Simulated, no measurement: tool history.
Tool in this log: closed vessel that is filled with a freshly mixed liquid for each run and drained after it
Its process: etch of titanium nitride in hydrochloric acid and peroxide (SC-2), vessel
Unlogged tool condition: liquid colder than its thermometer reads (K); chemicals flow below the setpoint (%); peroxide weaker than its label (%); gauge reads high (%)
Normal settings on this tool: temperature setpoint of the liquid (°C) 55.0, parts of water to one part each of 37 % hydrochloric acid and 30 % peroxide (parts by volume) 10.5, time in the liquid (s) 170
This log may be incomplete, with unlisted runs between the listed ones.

run   hour  temperature setpoint of the liquid (°C)  parts of water to one part each of 37 % hydrochloric acid and 30 % peroxide (parts by volume)  time in the liquid (s)  wafers since the last listed run  hours since the thermometer was replaced  hours since the chemicals flow meter was replaced  hours since the drum of peroxide was connected  hours since the gauge calibration  read-back film thickness of the titanium nitride reference wafer, read on the same gauge (nm)  thickness taken off the titanium nitride on a monitor wafer (angstrom)
  1    0.0                                     60.0                                                                                           10.5                     170                                 0                                    1025.7                                             1113.3                                           189.8                              286.0                                                                                         139.99                                                                    80.0
  2   17.5                                     60.5                                                                                           13.0                     170                              1265                                    1043.2                                             1130.8                                           207.3                              303.5                                                                                         140.00                                                                    67.9
  3   39.4                                     60.5                                                                                           13.0                     170                              1584                                    1065.1                                             1152.7                                           229.2                              325.4                                                                                         139.98                                                                    68.7
  4  144.2                                     55.0                                                                                           10.5                     170                              7580                                    1169.9                                             1257.5                                           334.0                              430.2                                                                                         139.99                                                                    57.7
  5  171.5                                     55.0                                                                                           10.5                     170                              1974                                    1197.2                                             1284.8                                           361.3                              457.5                                                                                         140.00                                                                    57.0
     184.1  -- new drum of peroxide connected
  6  199.8                                     55.0                                                                                           10.5                     170                              1974                                    1225.5                                             1313.1                                            15.7                              485.8                                                                                         140.00                                                                    57.5
  7  219.3                                     55.0                                                                                           12.5                     170                              1410                                    1245.0                                             1332.6                                            35.2                              505.3                                                                                         139.99                                                                    49.0
     221.6  -- thermometer replaced
     229.3  -- gauge calibrated
  8  235.6                                     55.0                                                                                           10.5                     170                              1106                                      14.0                                             1348.9                                            51.5                                6.3                                                                                         140.02                                                                    62.2
  9  252.4                                     55.0                                                                                           10.5                     170                              1215                                      30.8                                             1365.7                                            68.3                               23.1                                                                                         140.01                                                                    62.5
 10  268.0                                     61.0                                                                                           12.0                     200                              1128                                      46.4                                             1381.3                                            83.9                               38.7                                                                                         140.00                                                                    96.4
     280.7  -- chemicals flow meter replaced
 11  287.1                                     50.5                                                                                            8.5                     170                              1309                                      65.5                                                6.4                                           103.0                               57.8                                                                                         140.00                                                                    55.0
 12  310.3                                     61.0                                                                                            8.0                      75                              1678                                      88.7                                               29.6                                           126.2                               81.0                                                                                         140.01                                                                    50.5
 13  332.1                                     55.0                                                                                            8.0                     170                              1576                                     110.5                                               51.4                                           148.0                              102.8                                                                                         140.02                                                                    77.7
 14  353.1                                     55.0                                                                                           10.5                     170                              1518                                     131.5                                               72.4                                           169.0                              123.8                                                                                         140.01                                                                    62.1
 15  366.4                                     55.0                                                                                           12.0                     170                               962                                     144.8                                               85.7                                           182.3                              137.1                                                                                         140.00                                                                    55.4
 16  394.1                                     61.0                                                                                            8.0                      75                              2003                                     172.5                                              113.4                                           210.0                              164.8                                                                                         140.00                                                                    50.0
 17  429.1                                     55.0                                                                                           10.5                     200                              2531                                     207.5                                              148.4                                           245.0                              199.8                                                                                         140.02                                                                    72.2

What if the next run were any one of these 3? Each begins from the tool's condition after run 17:
  A  429.8                                     55.0                                                                                           10.5                     170                                50                                     208.2                                              149.1                                           245.7                              200.5                                                                                              ?                                                                       ?
  B  429.8                                     58.0                                                                                            9.0                     220                                50                                     208.2                                              149.1                                           245.7                              200.5                                                                                              ?                                                                       ?
  C  429.8                                     55.0                                                                                           10.5                     210                                50                                     208.2                                              149.1                                           245.7                              200.5                                                                                              ?                                                                       ?

run  read-back film thickness of the titanium nitride reference wafer, read on the same gauge (nm)  thickness taken off the titanium nitride on a monitor wafer (angstrom)
  A                                                                                         139.99                                                                    61.5
  B                                                                                         139.99                                                                   109.7
  C                                                                                         139.99                                                                    76.0
Take away the tool's hidden state, keep each run's random variation, and the runs would have read:
run  thickness taken off the titanium nitride on a monitor wafer (angstrom)
  A                                                                    63.0
  B                                                                   112.3
  C                                                                    77.9
